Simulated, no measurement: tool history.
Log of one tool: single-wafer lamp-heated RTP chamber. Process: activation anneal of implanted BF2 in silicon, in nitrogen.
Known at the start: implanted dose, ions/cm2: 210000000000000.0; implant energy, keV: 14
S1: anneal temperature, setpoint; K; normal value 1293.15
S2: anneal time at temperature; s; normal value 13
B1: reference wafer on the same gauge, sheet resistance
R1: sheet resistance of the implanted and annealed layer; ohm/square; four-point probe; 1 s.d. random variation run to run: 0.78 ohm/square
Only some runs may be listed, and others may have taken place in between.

run	day	S1	S2	B1	R1
1	0	1293.15	9	553.79	516.68
# day 1.025: pyrometer window cleaned and pyrometer calibrated
# day 3.262: reflector plate cleaned
2	4.371	1280.15	13	553.82	516.11
3	7.821	1280.15	13	553.68	515.98
4	11.246	1280.15	13	553.64	515.76
5	14.529	1293.15	13	553.76	514.32
6	17.012	1293.15	13	553.78	514.97
7	19.117	1293.15	13	553.59	513.8
8	21.088	1279.15	16	553.56	513.57
# day 22.512: pyrometer window cleaned and pyrometer calibrated
# day 25.3: reflector plate cleaned
9	31.133	1279.15	16	553.55	514.15
10	33.354	1293.15	13	553.49	514.64
11	35.921	1293.15	13	553.47	514.63
12	37.708	1293.15	13	553.53	515.93
13	40.138	1293.15	13	553.58	515.24
# day 42.517: gauge calibrated
# day 50.588: pyrometer window cleaned and pyrometer calibrated
# day 50.875: reflector plate cleaned
14	53.629	1293.15	13	556.78	517.3
15	57.95	1293.15	13	556.48	517.25
16	60.217	1293.15	13	556.31	517.61
17	63.112	1293.15	13	556.1	517.98
18	65.046	1283.15	13	556.02	516.64
19	69.167	1309.15	7	555.81	521.26
20	70.692	1311.15	10	555.47	517.65
# day 71.6: pyrometer window cleaned and pyrometer calibrated
21	73.512	1282.15	8	555.51	518.85
# day 74.438: reflector plate cleaned
22	84.996	1309.15	18	554.97	509.61
23	89.283	1268.15	8	554.85	520.95
# day 93.138: pyrometer window cleaned and pyrometer calibrated
24	93.558	1315.15	10	554.86	517.05
25	96.992	1314.15	21	554.61	508.36
# day 99.525: reflector plate cleaned
26	101.325	1293.15	8	554.35	518.61
27	103.617	1293.15	13	554.42	515.84
28	107.442	1293.15	13	554.45	516.59
29	110.733	1293.15	13	554.4	516.08
30	112.271	1314.15	15	554.36	511.6
31	115.558	1309.15	13	554.15	512.71
# day 118.646: pyrometer window cleaned and pyrometer calibrated
32	118.667	1322.15	18	554.41	508.47
33	121.8	1278.15	10	554.27	518.62
# day 123.346: reflector plate cleaned
34	123.367	1302.15	7	554.17	519.89

Each run again, without the hidden state but with its own random variation kept:
Hidden state present: true wafer temperature minus pyrometer reading, K; wafer temperature error from the tarnished reflector plate, K; gauge reads high (%).
run	R1
1	520.51
2	519.99
3	519.9
4	519.72
5	518.3
6	518.97
7	517.81
8	517.59
9	518.24
10	518.75
11	518.75
12	520.07
13	519.38
14	518.42
15	518.71
16	519.23
17	519.78
18	518.56
19	523.43
20	519.88
21	521.22
22	512.37
23	523.9
24	520.1
25	511.44
26	521.85
27	519.1
28	519.92
29	519.46
30	514.98
31	516.13
32	511.91
33	522.16
34	523.46

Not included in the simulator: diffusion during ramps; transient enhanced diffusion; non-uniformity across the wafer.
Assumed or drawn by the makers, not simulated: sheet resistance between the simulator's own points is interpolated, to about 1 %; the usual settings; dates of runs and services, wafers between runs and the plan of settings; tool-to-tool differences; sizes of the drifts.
